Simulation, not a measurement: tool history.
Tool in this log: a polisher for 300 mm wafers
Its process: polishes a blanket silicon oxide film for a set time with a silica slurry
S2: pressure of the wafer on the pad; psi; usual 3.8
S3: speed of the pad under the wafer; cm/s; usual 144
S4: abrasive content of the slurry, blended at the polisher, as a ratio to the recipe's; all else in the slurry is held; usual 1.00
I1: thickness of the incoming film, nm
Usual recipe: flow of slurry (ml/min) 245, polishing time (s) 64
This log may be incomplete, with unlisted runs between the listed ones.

{"run": 1, "hour": 0.0, "flow of slurry (ml/min)": 245, "S2": 3.3, "S3": 144, "S4": 0.9, "polishing time (s)": 64, "I1": 1658.5, "film removed (Å)": 2163}
{"run": 2, "hour": 17.8, "flow of slurry (ml/min)": 245, "S2": 3.8, "S3": 144, "S4": 1.0, "polishing time (s)": 64, "I1": 1633.2, "film removed (Å)": 2611}
{"run": 3, "hour": 35.5, "flow of slurry (ml/min)": 245, "S2": 3.8, "S3": 144, "S4": 1.0, "polishing time (s)": 64, "I1": 1659.1, "film removed (Å)": 2560}
{"run": 4, "hour": 52.7, "flow of slurry (ml/min)": 245, "S2": 3.8, "S3": 144, "S4": 1.0, "polishing time (s)": 64, "I1": 1661.7, "film removed (Å)": 2537}
{"run": 5, "hour": 68.7, "flow of slurry (ml/min)": 245, "S2": 3.8, "S3": 144, "S4": 1.0, "polishing time (s)": 64, "I1": 1674.5, "film removed (Å)": 2560}
{"run": 6, "hour": 79.2, "flow of slurry (ml/min)": 245, "S2": 3.8, "S3": 144, "S4": 1.0, "polishing time (s)": 64, "I1": 1672.8, "film removed (Å)": 2576}
{"run": 7, "hour": 87.8, "flow of slurry (ml/min)": 245, "S2": 3.8, "S3": 144, "S4": 1.0, "polishing time (s)": 64, "I1": 1645.8, "film removed (Å)": 2542}
{"run": 8, "hour": 98.9, "flow of slurry (ml/min)": 245, "S2": 3.8, "S3": 144, "S4": 1.0, "polishing time (s)": 64, "I1": 1674.2, "film removed (Å)": 2534}
{"run": 9, "hour": 116.5, "flow of slurry (ml/min)": 245, "S2": 3.1, "S3": 144, "S4": 1.0, "polishing time (s)": 64, "I1": 1672.2, "film removed (Å)": 2176}
{"hour": 130.2, "done": "worn pad replaced by a new one"}
{"run": 10, "hour": 130.7, "flow of slurry (ml/min)": 245, "S2": 3.1, "S3": 104, "S4": 1.0, "polishing time (s)": 64, "I1": 1692.8, "film removed (Å)": 1882}
{"hour": 134.6, "done": "slurry nozzle cleaned"}
{"run": 11, "hour": 145.8, "flow of slurry (ml/min)": 290, "S2": 3.8, "S3": 166, "S4": 1.0, "polishing time (s)": 64, "I1": 1679.4, "film removed (Å)": 2804}
{"run": 12, "hour": 155.4, "flow of slurry (ml/min)": 215, "S2": 3.8, "S3": 144, "S4": 1.0, "polishing time (s)": 71, "I1": 1679.8, "film removed (Å)": 2784}
{"run": 13, "hour": 166.2, "flow of slurry (ml/min)": 305, "S2": 3.8, "S3": 144, "S4": 1.0, "polishing time (s)": 64, "I1": 1652.2, "film removed (Å)": 2570}
{"hour": 172.4, "done": "conditioning disc replaced and pad reconditioned"}
{"run": 14, "hour": 172.8, "flow of slurry (ml/min)": 245, "S2": 3.8, "S3": 158, "S4": 1.0, "polishing time (s)": 64, "I1": 1673.3, "film removed (Å)": 2513}
{"run": 15, "hour": 186.5, "flow of slurry (ml/min)": 245, "S2": 3.8, "S3": 124, "S4": 1.25, "polishing time (s)": 50, "I1": 1687.2, "film removed (Å)": 1970}
{"run": 16, "hour": 211.1, "flow of slurry (ml/min)": 245, "S2": 3.3, "S3": 144, "S4": 0.9, "polishing time (s)": 64, "I1": 1695.3, "film removed (Å)": 2060}
{"hour": 223.4, "done": "conditioning disc replaced and pad reconditioned, repeated, since the last time left the tool worse"}
{"run": 17, "hour": 226.0, "flow of slurry (ml/min)": 210, "S2": 3.8, "S3": 180, "S4": 1.2, "polishing time (s)": 73, "I1": 1638.8, "film removed (Å)": 3766}
{"hour": 242.9, "done": "slurry blender recalibrated"}
{"run": 18, "hour": 243.8, "flow of slurry (ml/min)": 200, "S2": 3.4, "S3": 180, "S4": 0.85, "polishing time (s)": 64, "I1": 1684.1, "film removed (Å)": 2539}
{"hour": 257.6, "done": "worn pad replaced by a new one"}
{"hour": 258.9, "done": "head pressure recalibrated"}
{"run": 19, "hour": 259.8, "flow of slurry (ml/min)": 245, "S2": 3.8, "S3": 180, "S4": 1.0, "polishing time (s)": 64, "I1": 1700.5, "film removed (Å)": 3038}
{"run": 20, "hour": 274.1, "flow of slurry (ml/min)": 280, "S2": 4.5, "S3": 164, "S4": 1.0, "polishing time (s)": 64, "I1": 1664.3, "film removed (Å)": 3384}
{"run": 21, "hour": 286.7, "flow of slurry (ml/min)": 245, "S2": 3.8, "S3": 144, "S4": 1.0, "polishing time (s)": 64, "I1": 1640.7, "film removed (Å)": 2695}
{"run": 22, "hour": 296.0, "flow of slurry (ml/min)": 215, "S2": 3.8, "S3": 144, "S4": 1.0, "polishing time (s)": 71, "I1": 1655.3, "film removed (Å)": 2970}
{"run": 23, "hour": 311.2, "flow of slurry (ml/min)": 245, "S2": 3.8, "S3": 144, "S4": 1.0, "polishing time (s)": 64, "I1": 1666.1, "film removed (Å)": 2658}
{"run": 24, "hour": 327.0, "flow of slurry (ml/min)": 245, "S2": 3.8, "S3": 130, "S4": 1.15, "polishing time (s)": 64, "I1": 1680.3, "film removed (Å)": 2717}
{"run": 25, "hour": 342.8, "flow of slurry (ml/min)": 200, "S2": 3.4, "S3": 180, "S4": 0.85, "polishing time (s)": 64, "I1": 1659.1, "film removed (Å)": 2438}

Here are 5 independent what-if runs from the current tool condition. What would each one return?
{"run": "A", "hour": 343.2, "flow of slurry (ml/min)": 245, "S2": 3.8, "S3": 144, "S4": 1.0, "polishing time (s)": 64, "I1": 1662.1, "film removed (Å)": "?"}
{"run": "B", "hour": 343.2, "flow of slurry (ml/min)": 175, "S2": 3.8, "S3": 184, "S4": 1.0, "polishing time (s)": 80, "I1": 1662.1, "film removed (Å)": "?"}
{"run": "C", "hour": 343.2, "flow of slurry (ml/min)": 290, "S2": 4.2, "S3": 174, "S4": 1.0, "polishing time (s)": 64, "I1": 1662.1, "film removed (Å)": "?"}
{"run": "D", "hour": 343.2, "flow of slurry (ml/min)": 245, "S2": 3.8, "S3": 144, "S4": 0.8, "polishing time (s)": 75, "I1": 1662.1, "film removed (Å)": "?"}
{"run": "E", "hour": 343.2, "flow of slurry (ml/min)": 245, "S2": 5.0, "S3": 144, "S4": 1.25, "polishing time (s)": 64, "I1": 1662.1, "film removed (Å)": "?"}

run=A film_removed_(Å)=2652
run=B film_removed_(Å)=3629
run=C film_removed_(Å)=3219
run=D film_removed_(Å)=2778
run=E film_removed_(Å)=3675
With the hidden condition removed and each run's random variation left untouched, the same runs would have given:
run=A film_removed_(Å)=2787
run=B film_removed_(Å)=3845
run=C film_removed_(Å)=3419
run=D film_removed_(Å)=2919
run=E film_removed_(Å)=3908
